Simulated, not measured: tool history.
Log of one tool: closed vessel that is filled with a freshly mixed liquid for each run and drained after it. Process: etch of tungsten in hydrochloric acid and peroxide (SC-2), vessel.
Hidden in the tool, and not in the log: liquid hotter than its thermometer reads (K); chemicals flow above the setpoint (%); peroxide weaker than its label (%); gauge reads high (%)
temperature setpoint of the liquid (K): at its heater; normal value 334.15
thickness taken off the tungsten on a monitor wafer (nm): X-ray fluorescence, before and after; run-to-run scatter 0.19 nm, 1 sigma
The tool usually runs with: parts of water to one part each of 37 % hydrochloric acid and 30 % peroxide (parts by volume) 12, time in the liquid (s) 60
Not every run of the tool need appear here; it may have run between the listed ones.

run	hour	temperature setpoint of the liquid (K)	parts of water to one part each of 37 % hydrochloric acid and 30 % peroxide (parts by volume)	time in the liquid (s)	wafers since the last listed run	hours since the thermometer was replaced	hours since the chemicals flow meter was replaced	hours since the drum of peroxide was connected	hours since the gauge calibration	read-back film thickness of the tungsten reference wafer, read on the same gauge (nm)	thickness taken off the tungsten on a monitor wafer (nm)
1	0	334.15	12	60	0	1202.8	1588.5	397.2	398.6	79.99	26.3
2	28.7	334.15	12	60	3152	1231.5	1617.2	425.9	427.3	80	25.88
3	53.4	334.15	12	60	2713	1256.2	1641.9	450.6	452	80	26.37
# hour 67.6: thermometer replaced
4	73.3	334.15	12	60	2076	5.7	1661.8	470.5	471.9	80	23.28
5	90.7	334.15	12	60	1911	23.1	1679.2	487.9	489.3	79.99	23.16
# hour 99.9: chemicals flow meter replaced
6	106.8	334.15	12	40	1658	39.2	6.9	504	505.4	80	15.43
# hour 120.2: new drum of peroxide connected
7	131.4	334.15	12	40	2592	63.8	31.5	11.2	530	79.99	15.73
8	149	334.15	12	40	1933	81.4	49.1	28.8	547.6	79.99	15.86
# hour 160.8: gauge calibrated
9	171.1	334.15	12	60	2427	103.5	71.2	50.9	10.3	80.02	23.18
10	183.9	334.15	12	60	1406	116.3	84	63.7	23.1	80.02	23.56
11	210.4	329.15	12	60	2911	142.8	110.5	90.2	49.6	79.98	17.35
12	231.5	341.15	14	50	2317	163.9	131.6	111.3	70.7	79.98	26.09
13	252.7	329.65	9.5	75	2328	185.1	152.8	132.5	91.9	79.99	27.22
14	284.2	334.15	12	90	3460	216.6	184.3	164	123.4	80	35.33
15	305.4	344.15	17.5	35	2328	237.8	205.5	185.2	144.6	80.03	18.39
16	334.3	342.65	12	60	3174	266.7	234.4	214.1	173.5	79.99	39.77
17	352.8	334.15	12	80	2032	285.2	252.9	232.6	192	80	32.47
18	372.8	329.65	9	40	2197	305.2	272.9	252.6	212	80	15.18
19	402.2	340.65	17.5	45	3229	334.6	302.3	282	241.4	79.99	19.1
20	432.6	329.15	12	60	3339	365	332.7	312.4	271.8	80	17.79
21	467.8	334.15	12	40	3866	400.2	367.9	347.6	307	79.98	16.04
22	501.1	326.15	12	60	3658	433.5	401.2	380.9	340.3	79.97	14.6
23	525	334.15	16	60	2625	457.4	425.1	404.8	364.2	80	18.71
24	554.4	334.15	12	60	3229	486.8	454.5	434.2	393.6	80.02	24.33
25	582.5	334.15	12	60	3086	514.9	482.6	462.3	421.7	80.02	24.55
26	613.8	334.15	6.5	60	3438	546.2	513.9	493.6	453	80.02	40.11
27	639	327.15	12	50	2768	571.4	539.1	518.8	478.2	80.01	13.1
28	660.2	341.65	6.5	50	2328	592.6	560.3	540	499.4	80	52.88
29	673.1	334.15	12	60	1417	605.5	573.2	552.9	512.3	80	24.58

5 ways to go on from here, each from the tool as it stands after run 29. What would each give?
A	673.8	334.15	7	60	76	606.2	573.9	553.6	513	?	?
B	673.8	340.15	12	60	76	606.2	573.9	553.6	513	?	?
C	673.8	328.15	17.5	70	76	606.2	573.9	553.6	513	?	?
D	673.8	325.65	12	35	76	606.2	573.9	553.6	513	?	?
E	673.8	337.15	7.5	90	76	606.2	573.9	553.6	513	?	?

run	read-back film thickness of the tungsten reference wafer, read on the same gauge (nm)	thickness taken off the tungsten on a monitor wafer (nm)
A	79.98	37.58
B	79.98	34.81
C	79.98	13.86
D	79.98	8.21
E	79.98	64.21
With no hidden state in the tool, these same runs would have given:
run	thickness taken off the tungsten on a monitor wafer (nm)
A	35.31
B	32.78
C	12.99
D	7.69
E	60.4
